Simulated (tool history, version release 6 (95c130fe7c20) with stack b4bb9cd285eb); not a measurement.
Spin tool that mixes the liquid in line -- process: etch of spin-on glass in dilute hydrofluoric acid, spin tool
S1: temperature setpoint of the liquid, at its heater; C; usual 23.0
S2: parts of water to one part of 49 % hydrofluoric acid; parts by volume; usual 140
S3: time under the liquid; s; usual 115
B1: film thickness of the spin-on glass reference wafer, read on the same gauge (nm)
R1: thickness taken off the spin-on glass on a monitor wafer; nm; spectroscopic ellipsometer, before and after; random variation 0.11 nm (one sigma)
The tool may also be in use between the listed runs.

{"run": 1, "hour": 0.0, "S1": 23.0, "S2": 140, "S3": 115, "B1": 149.99, "R1": 28.67}
{"run": 2, "hour": 66.6, "S1": 23.0, "S2": 140, "S3": 115, "B1": 150.0, "R1": 28.62}
{"run": 3, "hour": 114.8, "S1": 23.0, "S2": 140, "S3": 115, "B1": 149.98, "R1": 28.75}
{"run": 4, "hour": 178.3, "S1": 23.0, "S2": 140, "S3": 115, "B1": 149.96, "R1": 28.84}
{"run": 5, "hour": 249.1, "S1": 23.0, "S2": 140, "S3": 115, "B1": 149.96, "R1": 28.69}
{"run": 6, "hour": 304.0, "S1": 23.0, "S2": 140, "S3": 115, "B1": 149.97, "R1": 28.82}
{"run": 7, "hour": 409.5, "S1": 23.0, "S2": 140, "S3": 115, "B1": 150.02, "R1": 28.94}
{"run": 8, "hour": 467.4, "S1": 23.0, "S2": 140, "S3": 115, "B1": 150.03, "R1": 29.2}
{"run": 9, "hour": 556.8, "S1": 23.0, "S2": 140, "S3": 115, "B1": 150.01, "R1": 29.03}
{"hour": 586.9, "done": "thermometer replaced"}
{"run": 10, "hour": 621.4, "S1": 23.0, "S2": 140, "S3": 115, "B1": 149.96, "R1": 27.05}
{"run": 11, "hour": 692.4, "S1": 23.0, "S2": 140, "S3": 115, "B1": 150.02, "R1": 27.32}
{"run": 12, "hour": 763.6, "S1": 23.0, "S2": 140, "S3": 115, "B1": 149.99, "R1": 27.17}
{"run": 13, "hour": 836.7, "S1": 23.0, "S2": 195, "S3": 175, "B1": 149.98, "R1": 27.89}
{"run": 14, "hour": 917.5, "S1": 26.0, "S2": 140, "S3": 85, "B1": 150.04, "R1": 22.37}
{"hour": 993.5, "done": "hydrofluoric acid flow meter replaced"}
{"run": 15, "hour": 999.1, "S1": 20.5, "S2": 75, "S3": 90, "B1": 149.97, "R1": 39.03}
{"run": 16, "hour": 1080.3, "S1": 25.0, "S2": 175, "S3": 150, "B1": 150.0, "R1": 29.67}
{"run": 17, "hour": 1141.4, "S1": 26.0, "S2": 180, "S3": 115, "B1": 150.0, "R1": 22.75}
{"run": 18, "hour": 1231.8, "S1": 21.0, "S2": 140, "S3": 50, "B1": 149.96, "R1": 11.05}
{"run": 19, "hour": 1283.3, "S1": 23.0, "S2": 140, "S3": 115, "B1": 150.0, "R1": 27.5}
{"hour": 1283.7, "done": "gauge calibrated"}
{"run": 20, "hour": 1384.9, "S1": 20.5, "S2": 140, "S3": 115, "B1": 149.95, "R1": 25.06}
{"run": 21, "hour": 1439.0, "S1": 26.5, "S2": 175, "S3": 45, "B1": 150.04, "R1": 9.48}
{"run": 22, "hour": 1516.3, "S1": 23.0, "S2": 140, "S3": 115, "B1": 149.99, "R1": 27.51}
{"run": 23, "hour": 1566.0, "S1": 23.0, "S2": 140, "S3": 115, "B1": 150.05, "R1": 27.56}
{"run": 24, "hour": 1661.0, "S1": 23.0, "S2": 140, "S3": 115, "B1": 150.02, "R1": 27.92}

Table of differences, measured result less the result of that run with no hidden state. Run-to-run variation is the same in both. Gauge scatter possibly is not:
Hidden state present: liquid hotter than its thermometer reads (K); hydrofluoric acid flow above the setpoint (%); gauge reads high (%).
run=1 R1=+1.68
run=2 R1=+1.72
run=3 R1=+1.77
run=4 R1=+1.82
run=5 R1=+1.86
run=6 R1=+1.91
run=7 R1=+2.00
run=8 R1=+2.06
run=9 R1=+2.12
run=10 R1=+0.06
run=11 R1=+0.11
run=12 R1=+0.16
run=13 R1=+0.21
run=14 R1=+0.22
run=15 R1=+0.52
run=16 R1=+0.41
run=17 R1=+0.35
run=18 R1=+0.22
run=19 R1=+0.56
run=20 R1=+0.59
run=21 R1=+0.22
run=22 R1=+0.73
run=23 R1=+0.76
run=24 R1=+0.85
